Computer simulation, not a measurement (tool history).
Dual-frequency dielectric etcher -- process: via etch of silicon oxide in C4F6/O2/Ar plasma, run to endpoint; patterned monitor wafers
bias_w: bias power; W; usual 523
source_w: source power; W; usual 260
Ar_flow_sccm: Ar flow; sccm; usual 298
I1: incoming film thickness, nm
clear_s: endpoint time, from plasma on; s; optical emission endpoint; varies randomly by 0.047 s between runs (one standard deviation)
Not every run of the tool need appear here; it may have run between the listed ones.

Run 1, hour 0.0: usual settings; I1 61.8. Result: clear_s 16.0 s.
Run 2, hour 63.2: usual settings; I1 62.0. Result: clear_s 16.3 s.
At hour 99.9: wet clean of the chamber.
Run 3, hour 118.5: usual settings but bias_w 587 W; I1 62.7. Result: clear_s 15.1 s.
Run 4, hour 177.3: usual settings but bias_w 587 W; I1 62.6. Result: clear_s 15.1 s.
Run 5, hour 244.5: usual settings; I1 62.7. Result: clear_s 15.9 s.
Run 6, hour 293.0: usual settings; I1 62.7. Result: clear_s 15.9 s.
At hour 342.6: upper electrode replaced.
Run 7, hour 343.1: usual settings; I1 62.9. Result: clear_s 16.0 s.
Run 8, hour 381.6: usual settings but Ar_flow_sccm 333 sccm; I1 63.1. Result: clear_s 16.3 s.
Run 9, hour 423.7: usual settings but bias_w 402 W, Ar_flow_sccm 365 sccm; I1 62.6. Result: clear_s 18.0 s.
At hour 451.0: Ar flow controller replaced.
At hour 527.0: source power generator calibrated.
At hour 543.0: wet clean of the chamber.
Run 10, hour 543.5: usual settings but bias_w 463 W, source_w 280 W; I1 62.1. Result: clear_s 15.7 s.
Run 11, hour 598.8: usual settings; I1 62.7. Result: clear_s 15.7 s.
At hour 628.3: bias power generator calibrated.
Run 12, hour 628.8: usual settings but bias_w 441 W, source_w 220 W, Ar_flow_sccm 231 sccm; I1 62.6. Result: clear_s 17.1 s.
Run 13, hour 685.9: usual settings but bias_w 621 W, source_w 220 W, Ar_flow_sccm 260 sccm; I1 62.7. Result: clear_s 15.4 s.
Run 14, hour 747.7: usual settings but bias_w 438 W, source_w 220 W, Ar_flow_sccm 357 sccm; I1 62.1. Result: clear_s 18.0 s.
Run 15, hour 801.5: usual settings; I1 62.3. Result: clear_s 15.9 s.
Run 16, hour 866.1: usual settings; I1 62.8. Result: clear_s 16.1 s.
Run 17, hour 895.9: usual settings but source_w 290 W; I1 62.9. Result: clear_s 15.6 s.

Predict each of these 3 candidate next runs independently; none follows another, all start after run 17:
Run A, hour 896.3: usual settings but bias_w 614 W; I1 62.6. Result: clear_s ?.
Run B, hour 896.3: usual settings but bias_w 489 W, source_w 290 W, Ar_flow_sccm 337 sccm; I1 62.6. Result: clear_s ?.
Run C, hour 896.3: usual settings but bias_w 432 W, source_w 230 W, Ar_flow_sccm 243 sccm; I1 62.6. Result: clear_s ?.

run  clear_s
  A     15.2
  B     16.1
  C     17.5
Take away the tool's hidden state, keep each run's random variation, and the runs would have read:
run  clear_s
  A     14.8
  B     15.7
  C     17.0

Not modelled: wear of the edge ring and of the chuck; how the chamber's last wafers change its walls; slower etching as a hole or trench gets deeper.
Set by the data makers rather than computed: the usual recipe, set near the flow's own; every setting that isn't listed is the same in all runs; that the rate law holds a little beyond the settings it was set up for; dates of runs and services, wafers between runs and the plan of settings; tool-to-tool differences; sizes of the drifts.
